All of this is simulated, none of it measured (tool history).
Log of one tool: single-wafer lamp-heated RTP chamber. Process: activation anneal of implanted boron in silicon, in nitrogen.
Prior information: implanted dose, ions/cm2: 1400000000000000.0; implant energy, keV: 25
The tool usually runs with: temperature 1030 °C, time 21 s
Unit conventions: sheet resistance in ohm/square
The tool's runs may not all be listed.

run      day  temperature  time  read-back reference wafer on the same gauge, sheet resistance  sheet resistance
  1        0         1030    21                                                          84.01             81.18
  2    1.621         1007    29                                                          84.01             83.03
  3    3.933         1007    29                                                             84             82.84
  4    6.883         1019    21                                                          83.98             81.75
  5    9.021         1019    21                                                          83.98             81.94
      10.938  -- pyrometer window cleaned and pyrometer calibrated
  6   11.988         1007    21                                                          84.01             83.37
      15.483  -- reflector plate cleaned
  7   15.779         1007    21                                                          83.95             84.63
  8   17.933         1007    21                                                             84             84.47
  9   20.408         1030    21                                                          84.01              81.4
 10   23.621         1030    21                                                          84.03             81.41
 11   26.758         1030    21                                                             84             81.05
 12   30.575         1030    30                                                             84             80.73
 13   34.183         1018    30                                                             84             81.59
      36.554  -- pyrometer window cleaned and pyrometer calibrated
 14   36.575         1018    30                                                          84.02             81.61
      40.717  -- reflector plate cleaned
 15   40.879         1030    11                                                          83.97              82.8
 16   43.283         1030    11                                                          84.01             82.43
 17   45.833         1030    11                                                          83.98             82.11
 18   51.167         1030    21                                                          83.98              81.1
 19   54.696         1030    21                                                             84              81.2
 20       58         1005    25                                                          83.97             83.85
      58.654  -- pyrometer window cleaned and pyrometer calibrated
 21   61.462         1030    21                                                          83.97             81.12
      63.417  -- reflector plate cleaned
      69.892  -- gauge calibrated
 22   71.508         1030    21                                                          84.02             80.91
 23   73.583         1030    17                                                          84.01             81.41
 24   77.817         1049    13                                                          83.97             80.28
 25   81.029         1009     9                                                          83.97              84.6
      82.446  -- pyrometer window cleaned and pyrometer calibrated
 26   83.617         1012    11                                                          84.01             83.93
       84.15  -- reflector plate cleaned
 27   86.046         1030    21                                                             84             81.76
 28     88.7         1004    28                                                          83.98             84.34
 29   90.354         1030    21                                                          84.04             81.04
 30   94.583         1006    25                                                          84.02             83.59
 31   97.592         1017    17                                                          84.01             82.95
 32   102.05         1059    32                                                          83.98             79.03
     103.554  -- pyrometer window cleaned and pyrometer calibrated
 33  106.925         1030    33                                                          83.99             80.76
     109.442  -- reflector plate cleaned
 34  109.462         1030    28                                                          84.01             81.27
 35  113.338         1030    21                                                          84.05             81.46
 36  115.717         1008     9                                                          83.98             85.53

Hidden state, per run?
true wafer temperature minus pyrometer reading, K: 0 on each run
gauge reads high (%): 0 on each run
H1: wafer temperature error from the tarnished reflector plate, K
run    H1
  1   7.3
  2  7.96
  3  8.69
  4  9.35
  5   9.7
  6    10
  7  1.33
  8  3.31
  9  4.99
 10   6.5
 11  7.48
 12  8.24
 13  8.69
 14  8.89
 15  0.61
 16  2.82
 17  4.52
 18  6.68
 19  7.48
 20  7.96
 21  8.28
 22  5.94
 23  6.64
 24  7.59
 25  8.03
 26  8.28
 27  2.25
 28  4.16
 29  5.06
 30  6.65
 31  7.36
 32     8
 33  8.39
 34  1.08
 35   4.4
 36  5.75
